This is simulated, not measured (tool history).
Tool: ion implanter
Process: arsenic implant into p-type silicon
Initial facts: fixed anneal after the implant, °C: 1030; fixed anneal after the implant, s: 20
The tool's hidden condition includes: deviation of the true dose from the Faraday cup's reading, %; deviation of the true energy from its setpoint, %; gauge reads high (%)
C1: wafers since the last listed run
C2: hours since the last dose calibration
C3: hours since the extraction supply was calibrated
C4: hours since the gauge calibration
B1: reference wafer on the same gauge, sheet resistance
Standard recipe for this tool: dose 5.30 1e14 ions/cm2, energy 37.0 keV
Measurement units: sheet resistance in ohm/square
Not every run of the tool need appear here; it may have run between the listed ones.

Run 1, hour 0.0: usual settings; C1 0; C2 1385.7; C3 3151.6; C4 2027.2; B1 170.11. Result: sheet resistance 193.50 ohm/square.
Run 2, hour 87.0: usual settings; C1 2253; C2 1472.7; C3 3238.6; C4 2114.2; B1 170.02. Result: sheet resistance 194.12 ohm/square.
Run 3, hour 174.8: usual settings; C1 2274; C2 1560.5; C3 3326.4; C4 2202.0; B1 170.03. Result: sheet resistance 194.25 ohm/square.
Run 4, hour 214.1: usual settings but dose 4.56 1e14 ions/cm2; C1 1018; C2 1599.8; C3 3365.7; C4 2241.3; B1 169.81. Result: sheet resistance 217.88 ohm/square.
Run 5, hour 281.5: usual settings but dose 4.56 1e14 ions/cm2; C1 1745; C2 1667.2; C3 3433.1; C4 2308.7; B1 169.94. Result: sheet resistance 218.64 ohm/square.
Run 6, hour 344.7: usual settings but dose 4.56 1e14 ions/cm2; C1 1637; C2 1730.4; C3 3496.3; C4 2371.9; B1 169.89. Result: sheet resistance 218.83 ohm/square.
Run 7, hour 397.0: usual settings; C1 1354; C2 1782.7; C3 3548.6; C4 2424.2; B1 169.85. Result: sheet resistance 194.98 ohm/square.
Run 8, hour 454.3: usual settings; C1 1484; C2 1840.0; C3 3605.9; C4 2481.5; B1 170.03. Result: sheet resistance 194.85 ohm/square.
Run 9, hour 539.8: usual settings; C1 2214; C2 1925.5; C3 3691.4; C4 2567.0; B1 170.02. Result: sheet resistance 193.23 ohm/square.
Run 10, hour 634.3: usual settings; C1 2447; C2 2020.0; C3 3785.9; C4 2661.5; B1 170.02. Result: sheet resistance 194.99 ohm/square.
At hour 670.5: Faraday cup replaced and dose calibrated.
Run 11, hour 681.9: usual settings; C1 1025; C2 11.4; C3 3833.5; C4 2709.1; B1 169.83. Result: sheet resistance 200.20 ohm/square.
Run 12, hour 769.9: usual settings but dose 5.63 1e14 ions/cm2; C1 2279; C2 99.4; C3 3921.5; C4 2797.1; B1 170.16. Result: sheet resistance 192.46 ohm/square.
Run 13, hour 806.9: usual settings but dose 5.63 1e14 ions/cm2; C1 958; C2 136.4; C3 3958.5; C4 2834.1; B1 170.07. Result: sheet resistance 192.01 ohm/square.
Run 14, hour 856.4: usual settings but dose 6.03 1e14 ions/cm2, energy 31.0 keV; C1 1282; C2 185.9; C3 4008.0; C4 2883.6; B1 170.16. Result: sheet resistance 187.16 ohm/square.
Run 15, hour 894.6: usual settings but energy 33.5 keV; C1 989; C2 224.1; C3 4046.2; C4 2921.8; B1 169.89. Result: sheet resistance 203.60 ohm/square.
Run 16, hour 961.9: usual settings but energy 46.0 keV; C1 1743; C2 291.4; C3 4113.5; C4 2989.1; B1 170.24. Result: sheet resistance 194.74 ohm/square.
Run 17, hour 1003.3: usual settings but energy 29.5 keV; C1 1072; C2 332.8; C3 4154.9; C4 3030.5; B1 169.91. Result: sheet resistance 208.43 ohm/square.
Run 18, hour 1044.5: usual settings but energy 44.5 keV; C1 1067; C2 374.0; C3 4196.1; C4 3071.7; B1 169.76. Result: sheet resistance 196.04 ohm/square.
At hour 1055.7: gauge calibrated.
Run 19, hour 1097.7: usual settings; C1 1378; C2 427.2; C3 4249.3; C4 42.0; B1 170.09. Result: sheet resistance 201.17 ohm/square.
Run 20, hour 1141.5: usual settings but dose 6.24 1e14 ions/cm2; C1 1134; C2 471.0; C3 4293.1; C4 85.8; B1 170.20. Result: sheet resistance 177.12 ohm/square.
Run 21, hour 1181.6: usual settings; C1 1038; C2 511.1; C3 4333.2; C4 125.9; B1 169.91. Result: sheet resistance 201.21 ohm/square.
Run 22, hour 1257.4: usual settings but dose 6.09 1e14 ions/cm2, energy 49.0 keV; C1 1963; C2 586.9; C3 4409.0; C4 201.7; B1 169.86. Result: sheet resistance 174.41 ohm/square.
At hour 1322.0: Faraday cup replaced and dose calibrated, repeated, since the last time left the tool worse.
Run 23, hour 1335.6: usual settings but dose 4.23 1e14 ions/cm2; C1 1818; C2 13.6; C3 4487.2; C4 279.9; B1 169.97. Result: sheet resistance 228.46 ohm/square.
Run 24, hour 1407.0: usual settings but dose 4.23 1e14 ions/cm2, energy 50.0 keV; C1 1849; C2 85.0; C3 4558.6; C4 351.3; B1 169.94. Result: sheet resistance 218.54 ohm/square.
Run 25, hour 1514.6: usual settings; C1 2787; C2 192.6; C3 4666.2; C4 458.9; B1 169.99. Result: sheet resistance 191.93 ohm/square.
Run 26, hour 1558.6: usual settings but dose 3.84 1e14 ions/cm2, energy 44.5 keV; C1 1139; C2 236.6; C3 4710.2; C4 502.9; B1 169.97. Result: sheet resistance 241.11 ohm/square.
At hour 1626.4: extraction supply calibrated.
Run 27, hour 1698.6: usual settings but dose 3.96 1e14 ions/cm2, energy 29.5 keV; C1 3419; C2 376.6; C3 72.2; C4 642.9; B1 170.01. Result: sheet resistance 249.29 ohm/square.
Run 28, hour 1786.0: usual settings but dose 6.53 1e14 ions/cm2, energy 42.5 keV; C1 2263; C2 464.0; C3 159.6; C4 730.3; B1 170.08. Result: sheet resistance 162.39 ohm/square.
Run 29, hour 1872.6: usual settings but dose 4.03 1e14 ions/cm2; C1 2243; C2 550.6; C3 246.2; C4 816.9; B1 170.15. Result: sheet resistance 240.12 ohm/square.
Run 30, hour 1973.1: usual settings but dose 3.86 1e14 ions/cm2, energy 44.5 keV; C1 2603; C2 651.1; C3 346.7; C4 917.4; B1 169.87. Result: sheet resistance 241.32 ohm/square.
Run 31, hour 2010.7: usual settings but dose 6.87 1e14 ions/cm2, energy 29.5 keV; C1 973; C2 688.7; C3 384.3; C4 955.0; B1 169.96. Result: sheet resistance 164.20 ohm/square.
Run 32, hour 2071.1: usual settings; C1 1564; C2 749.1; C3 444.7; C4 1015.4; B1 169.83. Result: sheet resistance 195.18 ohm/square.
Run 33, hour 2174.1: usual settings; C1 2668; C2 852.1; C3 547.7; C4 1118.4; B1 169.81. Result: sheet resistance 194.27 ohm/square.
Run 34, hour 2360.9: usual settings but dose 6.33 1e14 ions/cm2, energy 29.5 keV; C1 4838; C2 1038.9; C3 734.5; C4 1305.2; B1 170.17. Result: sheet resistance 175.49 ohm/square.
Run 35, hour 2398.1: usual settings but dose 4.36 1e14 ions/cm2, energy 43.0 keV; C1 963; C2 1076.1; C3 771.7; C4 1342.4; B1 170.14. Result: sheet resistance 221.05 ohm/square.
Run 36, hour 2448.9: usual settings; C1 1315; C2 1126.9; C3 822.5; C4 1393.2; B1 169.89. Result: sheet resistance 193.32 ohm/square.
Run 37, hour 2507.8: usual settings; C1 1525; C2 1185.8; C3 881.4; C4 1452.1; B1 169.93. Result: sheet resistance 195.27 ohm/square.

Measured result minus the same run's result without the hidden state. Both carry the same run-to-run variation, though not necessarily the same gauge scatter:
run  sheet resistance
  1             +2.20
  2             +2.39
  3             +2.57
  4             +3.00
  5             +3.17
  6             +3.33
  7             +3.06
  8             +3.18
  9             +3.34
 10             +3.57
 11             +8.65
 12             +8.49
 13             +8.55
 14             +8.34
 15             +9.25
 16             +9.06
 17             +9.68
 18             +9.30
 19             +9.62
 20             +8.48
 21             +9.81
 22             +8.65
 23             +0.72
 24             +0.85
 25             +0.98
 26             +1.34
 27             +1.76
 28             +1.30
 29             +2.16
 30             +2.44
 31             +1.67
 32             +2.18
 33             +2.38
 34             +2.46
 35             +3.27
 36             +2.96
 37             +3.11
